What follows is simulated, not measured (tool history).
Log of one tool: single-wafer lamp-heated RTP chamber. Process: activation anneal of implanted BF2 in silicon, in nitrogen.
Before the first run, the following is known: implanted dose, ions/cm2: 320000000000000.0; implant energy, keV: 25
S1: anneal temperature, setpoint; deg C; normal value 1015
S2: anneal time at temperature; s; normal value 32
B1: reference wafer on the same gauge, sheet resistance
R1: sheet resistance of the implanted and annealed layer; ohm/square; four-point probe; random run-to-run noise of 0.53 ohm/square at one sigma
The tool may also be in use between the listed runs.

run 1 hour=0 | S1=1015 S2=32 | B1=402.3 | R1=354.03
-- hour=20.5 reflector plate cleaned
-- hour=32.9 pyrometer window cleaned and pyrometer calibrated
run 2 hour=56 | S1=1015 S2=32 | B1=402.66 | R1=354.09
run 3 hour=117.5 | S1=1015 S2=32 | B1=402.61 | R1=354.68
run 4 hour=209.6 | S1=1015 S2=32 | B1=403.26 | R1=355.25
run 5 hour=311.7 | S1=1015 S2=32 | B1=402.71 | R1=354.97
-- hour=414.7 reflector plate cleaned
run 6 hour=418.9 | S1=1015 S2=32 | B1=403.58 | R1=355.84
-- hour=443 pyrometer window cleaned and pyrometer calibrated
run 7 hour=498.2 | S1=1015 S2=32 | B1=403.43 | R1=355.8
run 8 hour=599 | S1=1015 S2=32 | B1=403.58 | R1=355.39
run 9 hour=693.1 | S1=997 S2=18 | B1=403.41 | R1=360.84
run 10 hour=733.5 | S1=1015 S2=32 | B1=403.5 | R1=355.53
-- hour=783.5 gauge calibrated
run 11 hour=815.9 | S1=1015 S2=32 | B1=400.95 | R1=353.25
-- hour=838.5 pyrometer window cleaned and pyrometer calibrated
-- hour=890.6 reflector plate cleaned
run 12 hour=907.6 | S1=1000 S2=32 | B1=401.4 | R1=355.42
run 13 hour=1097.2 | S1=1000 S2=32 | B1=401.15 | R1=354.34
run 14 hour=1194.7 | S1=1034 S2=26 | B1=401.31 | R1=352.08
-- hour=1268 pyrometer window cleaned and pyrometer calibrated
run 15 hour=1268.5 | S1=1038 S2=21 | B1=401.01 | R1=353.63
-- hour=1361.9 reflector plate cleaned
run 16 hour=1371.1 | S1=1015 S2=44 | B1=401.26 | R1=350.92
run 17 hour=1434.6 | S1=1000 S2=32 | B1=401.25 | R1=355.25
run 18 hour=1520.5 | S1=999 S2=32 | B1=401.35 | R1=355.52
run 19 hour=1578.6 | S1=1041 S2=20 | B1=401.33 | R1=353.32
-- hour=1647.7 pyrometer window cleaned and pyrometer calibrated
run 20 hour=1672.7 | S1=1015 S2=20 | B1=401.29 | R1=356.67
run 21 hour=1750.9 | S1=1015 S2=32 | B1=401.63 | R1=353.52
-- hour=1868.5 reflector plate cleaned
run 22 hour=1932 | S1=1015 S2=32 | B1=401.57 | R1=353.65
run 23 hour=2015.2 | S1=1040 S2=14 | B1=401.78 | R1=355.91
run 24 hour=2056.5 | S1=1015 S2=23 | B1=401.8 | R1=355.99
-- hour=2144.2 pyrometer window cleaned and pyrometer calibrated
run 25 hour=2158.5 | S1=996 S2=32 | B1=401.89 | R1=355.35
run 26 hour=2226.1 | S1=1001 S2=47 | B1=402.04 | R1=352.83

Consider 4 possible next runs. They are alternatives, not a sequence: every one starts from the tool as it was left by run 26. What does each give?
run A hour=2226.5 | S1=1015 S2=32 | B1=? | R1=?
run B hour=2226.5 | S1=1000 S2=43 | B1=? | R1=?
run C hour=2226.5 | S1=986 S2=41 | B1=? | R1=?
run D hour=2226.5 | S1=1007 S2=14 | B1=? | R1=?

run=A B1=402.02 R1=354.12
run=B B1=402.02 R1=354.39
run=C B1=402.02 R1=357.95
run=D B1=402.02 R1=358.88
With no hidden state in the tool, these same runs would have given:
run=A R1=353.33
run=B R1=353.61
run=C R1=357.15
run=D R1=358.08
